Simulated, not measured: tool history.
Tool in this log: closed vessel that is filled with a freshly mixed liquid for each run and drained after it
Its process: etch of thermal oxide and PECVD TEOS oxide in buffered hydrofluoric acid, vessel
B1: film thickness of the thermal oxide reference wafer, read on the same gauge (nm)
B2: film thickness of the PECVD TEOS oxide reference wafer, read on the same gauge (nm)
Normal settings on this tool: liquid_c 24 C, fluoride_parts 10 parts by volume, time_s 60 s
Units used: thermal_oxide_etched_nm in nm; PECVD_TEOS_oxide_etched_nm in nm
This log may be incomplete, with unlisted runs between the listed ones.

Run 1, hour 0: usual settings; B1 119.98; B2 90. Result: thermal_oxide_etched_nm 79.74 nm, PECVD_TEOS_oxide_etched_nm 179.07 nm.
Run 2, hour 73.1: usual settings; B1 120; B2 89.98. Result: thermal_oxide_etched_nm 80.41 nm, PECVD_TEOS_oxide_etched_nm 179.33 nm.
Run 3, hour 172.5: usual settings; B1 120.01; B2 90.01. Result: thermal_oxide_etched_nm 80.29 nm, PECVD_TEOS_oxide_etched_nm 183.08 nm.
At hour 332.8: gauge calibrated.
Run 4, hour 384: usual settings; B1 119.99; B2 90.01. Result: thermal_oxide_etched_nm 81.85 nm, PECVD_TEOS_oxide_etched_nm 180.72 nm.
Run 5, hour 447: usual settings; B1 120.01; B2 90.01. Result: thermal_oxide_etched_nm 82.42 nm, PECVD_TEOS_oxide_etched_nm 184.95 nm.
At hour 518.4: hydrofluoric acid flow meter replaced.
Run 6, hour 518.9: usual settings but fluoride_parts 11.5 parts by volume; B1 119.99; B2 89.96. Result: thermal_oxide_etched_nm 71 nm, PECVD_TEOS_oxide_etched_nm 160.05 nm.
At hour 597.9: thermometer replaced.
Run 7, hour 610.9: usual settings; B1 120; B2 90. Result: thermal_oxide_etched_nm 75.07 nm, PECVD_TEOS_oxide_etched_nm 166.81 nm.
Run 8, hour 663.9: usual settings; B1 120; B2 90.03. Result: thermal_oxide_etched_nm 76.31 nm, PECVD_TEOS_oxide_etched_nm 167.03 nm.
Run 9, hour 753.6: usual settings but liquid_c 26.5 C, fluoride_parts 6.5 parts by volume, time_s 45 s; B1 120.02; B2 89.99. Result: thermal_oxide_etched_nm 96.57 nm, PECVD_TEOS_oxide_etched_nm 215.36 nm.
Run 10, hour 806.4: usual settings but liquid_c 28.5 C, fluoride_parts 7 parts by volume, time_s 90 s; B1 120.01; B2 89.96. Result: thermal_oxide_etched_nm 204.95 nm, PECVD_TEOS_oxide_etched_nm 451.33 nm.
Run 11, hour 873.1: usual settings; B1 119.99; B2 90.02. Result: thermal_oxide_etched_nm 75.23 nm, PECVD_TEOS_oxide_etched_nm 172.23 nm.
Run 12, hour 941: usual settings but liquid_c 20 C; B1 120; B2 89.96. Result: thermal_oxide_etched_nm 61.01 nm, PECVD_TEOS_oxide_etched_nm 136.83 nm.
Run 13, hour 985.8: usual settings but liquid_c 29 C, time_s 40 s; B1 120; B2 89.96. Result: thermal_oxide_etched_nm 66.48 nm, PECVD_TEOS_oxide_etched_nm 149.15 nm.
Run 14, hour 1088: usual settings; B1 120; B2 89.96. Result: thermal_oxide_etched_nm 77.62 nm, PECVD_TEOS_oxide_etched_nm 170.45 nm.
Run 15, hour 1157.5: usual settings; B1 119.99; B2 90.03. Result: thermal_oxide_etched_nm 77.07 nm, PECVD_TEOS_oxide_etched_nm 171.52 nm.
Run 16, hour 1197.7: usual settings but fluoride_parts 11.5 parts by volume, time_s 45 s; B1 120.01; B2 90.01. Result: thermal_oxide_etched_nm 50.53 nm, PECVD_TEOS_oxide_etched_nm 113.55 nm.

Forecast run 17:
Run 17, hour 1236.1: usual settings but fluoride_parts 13 parts by volume; B1 ?; B2 ?. Result: thermal_oxide_etched_nm ?, PECVD_TEOS_oxide_etched_nm ?.

B1: 120
B2: 90.05
thermal_oxide_etched_nm: 60.12 nm
PECVD_TEOS_oxide_etched_nm: 132.83 nm
With the hidden condition absent and the run-to-run variation left alone, this run would have shown thermal_oxide_etched_nm 57.65 nm, PECVD_TEOS_oxide_etched_nm 127.38 nm.

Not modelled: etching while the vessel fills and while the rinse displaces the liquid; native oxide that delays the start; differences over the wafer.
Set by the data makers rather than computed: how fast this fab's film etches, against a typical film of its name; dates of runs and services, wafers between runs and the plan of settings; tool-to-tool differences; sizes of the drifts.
